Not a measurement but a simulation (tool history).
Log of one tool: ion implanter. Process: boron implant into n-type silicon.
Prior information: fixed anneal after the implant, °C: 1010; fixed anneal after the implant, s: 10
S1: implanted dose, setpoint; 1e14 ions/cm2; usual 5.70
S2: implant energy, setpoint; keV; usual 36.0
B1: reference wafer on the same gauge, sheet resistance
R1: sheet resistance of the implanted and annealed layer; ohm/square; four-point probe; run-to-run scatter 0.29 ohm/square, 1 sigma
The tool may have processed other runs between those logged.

| run | hour | S1 | S2 | B1 | R1 |
|---|---|---|---|---|---|
| 1 | 0.0 | 5.70 | 36.0 | 196.01 | 190.27 |
| 2 | 13.3 | 5.70 | 36.0 | 195.96 | 190.06 |
| 3 | 46.9 | 5.70 | 36.0 | 196.04 | 190.68 |
|  | 58.3 | extraction supply calibrated |
| 4 | 61.0 | 5.70 | 36.0 | 196.09 | 190.28 |
| 5 | 70.5 | 6.24 | 36.0 | 195.92 | 176.42 |
| 6 | 79.2 | 6.24 | 36.0 | 196.01 | 176.66 |
|  | 100.8 | Faraday cup replaced and dose calibrated |
| 7 | 101.3 | 6.24 | 36.0 | 195.99 | 176.50 |
|  | 105.6 | gauge calibrated |
| 8 | 108.2 | 4.43 | 29.5 | 195.93 | 238.47 |
| 9 | 116.9 | 6.85 | 36.0 | 196.00 | 163.13 |
| 10 | 129.6 | 5.70 | 36.0 | 195.94 | 190.42 |
| 11 | 142.6 | 4.97 | 45.5 | 196.03 | 207.95 |
| 12 | 149.2 | 5.14 | 36.0 | 196.03 | 206.94 |

Predict the results of run 13:
| 13 | 161.3 | 4.42 | 39.5 | ? | ? |

B1: 196.05
R1: 231.83 ohm/square
Were there no unlogged condition in the tool, this run, its random variation unchanged, would have produced R1 231.83 ohm/square.
